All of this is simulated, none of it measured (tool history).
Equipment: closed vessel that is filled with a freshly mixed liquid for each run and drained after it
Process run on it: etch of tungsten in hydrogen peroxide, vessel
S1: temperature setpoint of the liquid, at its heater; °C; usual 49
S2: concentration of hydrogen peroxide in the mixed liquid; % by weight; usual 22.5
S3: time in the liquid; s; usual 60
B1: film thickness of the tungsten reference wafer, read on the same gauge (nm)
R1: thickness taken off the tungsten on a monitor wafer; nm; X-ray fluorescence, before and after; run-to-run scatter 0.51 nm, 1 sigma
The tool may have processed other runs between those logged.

| run | hour | S1 | S2 | S3 | B1 | R1 |
|---|---|---|---|---|---|---|
| 1 | 0 | 49 | 22.5 | 60 | 89.99 | 121.33 |
| 2 | 7.4 | 52.5 | 22.5 | 85 | 89.97 | 210.77 |
| 3 | 24.8 | 52.5 | 22.5 | 85 | 90.02 | 211.41 |
| 4 | 32 | 52.5 | 22.5 | 85 | 90 | 212.11 |
| 5 | 42.2 | 49 | 22.5 | 60 | 90.01 | 121.28 |
|  | 44.2 | thermometer replaced |
| 6 | 58.1 | 49 | 22.5 | 60 | 89.99 | 101.02 |
| 7 | 70.7 | 49 | 22.5 | 60 | 90.01 | 101.49 |
| 8 | 80.1 | 49 | 22.5 | 60 | 90.01 | 100.39 |
| 9 | 86.4 | 49 | 22.5 | 60 | 90.02 | 99.32 |
| 10 | 99.5 | 49 | 22.5 | 60 | 90 | 100.97 |
| 11 | 106.6 | 49 | 22.5 | 60 | 90 | 101.18 |
|  | 124.7 | peroxide flow meter replaced |
| 12 | 128.1 | 49 | 22.5 | 80 | 90.03 | 134.07 |
| 13 | 135.5 | 57 | 28.5 | 30 | 90.01 | 91.02 |
|  | 142 | new drum of peroxide connected |
| 14 | 147.1 | 49 | 22.5 | 45 | 90 | 78.56 |
| 15 | 163.3 | 49 | 19.5 | 30 | 90.01 | 48.67 |
| 16 | 178.9 | 55 | 29 | 60 | 89.99 | 172.21 |
| 17 | 192.9 | 49 | 22.5 | 30 | 90.03 | 52.06 |
|  | 204.2 | gauge calibrated |
| 18 | 205.6 | 49 | 27.5 | 60 | 89.98 | 114.88 |
| 19 | 218.9 | 57.5 | 22.5 | 60 | 90.02 | 174.04 |
| 20 | 231.9 | 49 | 22.5 | 60 | 90 | 104.01 |
| 21 | 246.7 | 49 | 22.5 | 60 | 90 | 104.85 |
| 22 | 256.3 | 49 | 29 | 60 | 90 | 118.61 |
| 23 | 264.5 | 49 | 22.5 | 60 | 89.96 | 104.91 |
| 24 | 280.9 | 49 | 22.5 | 60 | 90.02 | 104.87 |
| 25 | 287.1 | 49 | 22.5 | 60 | 89.98 | 103.87 |
| 26 | 302.7 | 45 | 17.5 | 45 | 89.99 | 53.57 |
| 27 | 309 | 56 | 22.5 | 60 | 89.96 | 158.31 |
| 28 | 326.1 | 49 | 18 | 70 | 90.02 | 109.17 |
| 29 | 339.7 | 42.5 | 22.5 | 60 | 90.02 | 69.6 |
| 30 | 349 | 45 | 25 | 60 | 90.01 | 85.7 |

Below are 4 alternative next runs, each starting from the tool's condition after run 30. Predict each:
| A | 349.7 | 49 | 22.5 | 95 | ? | ? |
| B | 349.7 | 46.5 | 22.5 | 60 | ? | ? |
| C | 349.7 | 52 | 22.5 | 60 | ? | ? |
| D | 349.7 | 49 | 17 | 45 | ? | ? |

| run | B1 | R1 |
|---|---|---|
| A | 90.02 | 165.85 |
| B | 90.02 | 89.74 |
| C | 90.02 | 125.72 |
| D | 90.02 | 68.29 |
Take away the tool's hidden state, keep each run's random variation, and the runs would have read:
| run | R1 |
|---|---|
| A | 165.97 |
| B | 89.78 |
| C | 125.85 |
| D | 68.34 |
